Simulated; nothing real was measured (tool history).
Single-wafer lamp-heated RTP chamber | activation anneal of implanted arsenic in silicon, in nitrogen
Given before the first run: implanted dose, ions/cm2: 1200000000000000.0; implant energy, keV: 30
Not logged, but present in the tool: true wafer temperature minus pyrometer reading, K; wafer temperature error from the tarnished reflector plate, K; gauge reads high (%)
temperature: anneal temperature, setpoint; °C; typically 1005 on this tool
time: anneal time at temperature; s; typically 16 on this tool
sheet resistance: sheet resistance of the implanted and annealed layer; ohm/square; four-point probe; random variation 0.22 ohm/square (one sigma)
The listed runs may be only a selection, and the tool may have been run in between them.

| run | hour | temperature | time | wafers since the last listed run | wafers since the last pyrometer calibration | wafers since the reflector plate was cleaned | hours since the gauge calibration | read-back reference wafer on the same gauge, sheet resistance | sheet resistance |
|---|---|---|---|---|---|---|---|---|---|
| 1 | 0 | 1005 | 16 | 0 | 6850 | 2032 | 364 | 105.96 | 111.52 |
|  | 82.7 | pyrometer window cleaned and pyrometer calibrated |
| 2 | 83.2 | 1005 | 16 | 795 | 5 | 2828 | 447.2 | 106.08 | 112.47 |
| 3 | 152.2 | 981 | 16 | 729 | 735 | 3558 | 516.2 | 106 | 116.1 |
|  | 160.8 | reflector plate cleaned |
| 4 | 241.5 | 981 | 16 | 860 | 1595 | 853 | 605.5 | 106.06 | 117.02 |
| 5 | 322.5 | 981 | 16 | 856 | 2452 | 1710 | 686.5 | 106 | 116.55 |
| 6 | 368.2 | 982 | 16 | 483 | 2936 | 2194 | 732.2 | 105.97 | 116 |
| 7 | 464.3 | 1005 | 16 | 1016 | 3952 | 3210 | 828.3 | 105.95 | 112.17 |
| 8 | 502.8 | 1005 | 16 | 407 | 4360 | 3618 | 866.8 | 105.93 | 112.43 |
|  | 552.7 | reflector plate cleaned |
| 9 | 557.6 | 1005 | 16 | 495 | 4855 | 51 | 921.6 | 105.95 | 112.76 |
| 10 | 655.1 | 1005 | 14 | 1031 | 5886 | 1083 | 1019.1 | 106 | 112.83 |
| 11 | 751.9 | 1005 | 21 | 1024 | 6910 | 2107 | 1115.9 | 106.13 | 109.33 |
| 12 | 798.2 | 1005 | 21 | 489 | 7400 | 2597 | 1162.2 | 105.86 | 109.03 |
| 13 | 837.3 | 1005 | 21 | 413 | 7814 | 3010 | 1201.3 | 106.04 | 109.24 |
|  | 892.9 | pyrometer window cleaned and pyrometer calibrated |
| 14 | 905.3 | 1005 | 16 | 634 | 130 | 3645 | 1269.3 | 105.95 | 112.04 |
|  | 964.9 | reflector plate cleaned |
| 15 | 965.7 | 987 | 8 | 554 | 685 | 8 | 1329.7 | 105.91 | 122.56 |
| 16 | 1061.4 | 1034 | 16 | 1012 | 1697 | 1021 | 1425.4 | 105.96 | 108.75 |
| 17 | 1149.2 | 1005 | 8 | 928 | 2626 | 1950 | 1513.2 | 106.08 | 117.08 |
| 18 | 1213.4 | 1005 | 16 | 679 | 3305 | 2629 | 1577.4 | 105.93 | 111.78 |
|  | 1219.1 | gauge calibrated |
| 19 | 1300.1 | 979 | 12 | 917 | 4223 | 3546 | 81 | 105.93 | 118.01 |
| 20 | 1342.1 | 1028 | 16 | 444 | 4667 | 3991 | 123 | 105.94 | 108.72 |
|  | 1403.7 | reflector plate cleaned |
| 21 | 1427 | 1005 | 16 | 813 | 5480 | 246 | 207.9 | 105.98 | 112.05 |
| 22 | 1519.6 | 987 | 24 | 979 | 6460 | 1226 | 300.5 | 105.93 | 111.56 |
|  | 1583.7 | pyrometer window cleaned and pyrometer calibrated |
| 23 | 1601.5 | 1021 | 16 | 781 | 188 | 2008 | 382.4 | 105.92 | 110.26 |
| 24 | 1681.2 | 1005 | 16 | 843 | 1031 | 2851 | 462.1 | 106.01 | 112.41 |
| 25 | 1761.3 | 1005 | 13 | 847 | 1879 | 3698 | 542.2 | 105.99 | 113.47 |
|  | 1811.9 | reflector plate cleaned |
| 26 | 1827.4 | 1026 | 16 | 614 | 2493 | 164 | 608.3 | 106.02 | 110.09 |
| 27 | 1934.6 | 1025 | 10 | 1134 | 3627 | 1298 | 715.5 | 106.02 | 112.39 |
| 28 | 1976.6 | 1005 | 12 | 444 | 4072 | 1742 | 757.5 | 105.97 | 113.75 |
| 29 | 2034.5 | 976 | 9 | 612 | 4684 | 2355 | 815.4 | 106.08 | 120.6 |

Here are 5 independent what-if runs from the current tool condition. What would each one return?
| A | 2034.9 | 1005 | 16 | 4 | 4689 | 2359 | 815.8 | ? | ? |
| B | 2034.9 | 1005 | 20 | 4 | 4689 | 2359 | 815.8 | ? | ? |
| C | 2034.9 | 1026 | 22 | 4 | 4689 | 2359 | 815.8 | ? | ? |
| D | 2034.9 | 982 | 9 | 4 | 4689 | 2359 | 815.8 | ? | ? |
| E | 2034.9 | 1021 | 24 | 4 | 4689 | 2359 | 815.8 | ? | ? |

| run | read-back reference wafer on the same gauge, sheet resistance | sheet resistance |
|---|---|---|
| A | 105.98 | 111.94 |
| B | 105.98 | 110.6 |
| C | 105.98 | 106.9 |
| D | 105.98 | 119.72 |
| E | 105.98 | 107.09 |
With the hidden condition removed and each run's random variation left untouched, the same runs would have given:
| run | sheet resistance |
|---|---|
| A | 113.72 |
| B | 112.42 |
| C | 108.91 |
| D | 123.28 |
| E | 109.09 |
